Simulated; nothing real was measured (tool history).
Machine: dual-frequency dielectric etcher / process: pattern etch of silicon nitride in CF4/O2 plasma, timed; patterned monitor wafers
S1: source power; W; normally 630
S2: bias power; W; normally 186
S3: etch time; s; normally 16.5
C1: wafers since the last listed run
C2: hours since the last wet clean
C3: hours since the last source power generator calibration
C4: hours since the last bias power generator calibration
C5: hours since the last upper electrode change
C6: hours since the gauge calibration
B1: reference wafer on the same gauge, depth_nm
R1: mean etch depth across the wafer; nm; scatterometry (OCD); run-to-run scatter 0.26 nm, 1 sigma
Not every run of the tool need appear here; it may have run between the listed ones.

{"run": 1, "hour": 0.0, "S1": 720, "S2": 186, "S3": 16.5, "C1": 0, "C2": 282, "C3": 2605, "C4": 3502.5, "C5": 4395.1, "C6": 57, "B1": 43.82, "R1": 44.95}
{"run": 2, "hour": 8.0, "S1": 720, "S2": 186, "S3": 16.5, "C1": 181, "C2": 290, "C3": 2613, "C4": 3510.5, "C5": 4403.1, "C6": 65, "B1": 43.77, "R1": 44.55}
{"run": 3, "hour": 31.8, "S1": 720, "S2": 186, "S3": 16.5, "C1": 539, "C2": 313.8, "C3": 2636.8, "C4": 3534.3, "C5": 4426.9, "C6": 88.8, "B1": 43.84, "R1": 44.96}
{"run": 4, "hour": 39.8, "S1": 630, "S2": 210, "S3": 15, "C1": 181, "C2": 321.8, "C3": 2644.8, "C4": 3542.3, "C5": 4434.9, "C6": 96.8, "B1": 43.86, "R1": 37.87}
{"run": 5, "hour": 52.7, "S1": 630, "S2": 210, "S3": 15, "C1": 292, "C2": 334.7, "C3": 2657.7, "C4": 3555.2, "C5": 4447.8, "C6": 109.7, "B1": 43.84, "R1": 37.82}
{"run": 6, "hour": 70.3, "S1": 630, "S2": 171, "S3": 16.5, "C1": 398, "C2": 352.3, "C3": 2675.3, "C4": 3572.8, "C5": 4465.4, "C6": 127.3, "B1": 43.84, "R1": 39.62}
{"hour": 79.7, "done": "source power generator calibrated"}
{"hour": 87.1, "done": "gauge calibrated"}
{"hour": 123.3, "done": "bias power generator calibrated"}
{"hour": 127.1, "done": "upper electrode replaced"}
{"hour": 151.0, "done": "wet clean of the chamber"}
{"run": 7, "hour": 151.5, "S1": 630, "S2": 171, "S3": 16.5, "C1": 1030, "C2": 0.5, "C3": 71.8, "C4": 28.2, "C5": 24.4, "C6": 64.4, "B1": 43.74, "R1": 39.63}
{"run": 8, "hour": 151.9, "S1": 480, "S2": 171, "S3": 16.5, "C1": 9, "C2": 0.9, "C3": 72.2, "C4": 28.6, "C5": 24.8, "C6": 64.8, "B1": 43.71, "R1": 31.57}
{"run": 9, "hour": 152.2, "S1": 630, "S2": 186, "S3": 15, "C1": 6, "C2": 1.2, "C3": 72.5, "C4": 28.9, "C5": 25.1, "C6": 65.1, "B1": 43.82, "R1": 36.69}
{"run": 10, "hour": 152.5, "S1": 750, "S2": 225, "S3": 13, "C1": 6, "C2": 1.5, "C3": 72.8, "C4": 29.2, "C5": 25.4, "C6": 65.4, "B1": 43.8, "R1": 38.75}
{"run": 11, "hour": 152.8, "S1": 500, "S2": 230, "S3": 15, "C1": 6, "C2": 1.8, "C3": 73.1, "C4": 29.5, "C5": 25.7, "C6": 65.7, "B1": 43.77, "R1": 32.64}
{"run": 12, "hour": 168.2, "S1": 580, "S2": 186, "S3": 16.5, "C1": 348, "C2": 17.2, "C3": 88.5, "C4": 44.9, "C5": 41.1, "C6": 81.1, "B1": 43.79, "R1": 37.65}
{"run": 13, "hour": 176.1, "S1": 630, "S2": 186, "S3": 18.5, "C1": 178, "C2": 25.1, "C3": 96.4, "C4": 52.8, "C5": 49, "C6": 89, "B1": 43.79, "R1": 44.81}
{"run": 14, "hour": 185.6, "S1": 630, "S2": 186, "S3": 16.5, "C1": 215, "C2": 34.6, "C3": 105.9, "C4": 62.3, "C5": 58.5, "C6": 98.5, "B1": 43.86, "R1": 40.45}
{"run": 15, "hour": 199.9, "S1": 630, "S2": 186, "S3": 16.5, "C1": 323, "C2": 48.9, "C3": 120.2, "C4": 76.6, "C5": 72.8, "C6": 112.8, "B1": 43.75, "R1": 40.19}

What was the tool's hidden state at every run in the log?
etch rate over this chamber's usual, %: 0 across all the runs
source power that arrives over what is set, %: 0 across all the runs
bias power that arrives over what is set, %: 0 across all the runs
gauge reads high (%): 0 across all the runs

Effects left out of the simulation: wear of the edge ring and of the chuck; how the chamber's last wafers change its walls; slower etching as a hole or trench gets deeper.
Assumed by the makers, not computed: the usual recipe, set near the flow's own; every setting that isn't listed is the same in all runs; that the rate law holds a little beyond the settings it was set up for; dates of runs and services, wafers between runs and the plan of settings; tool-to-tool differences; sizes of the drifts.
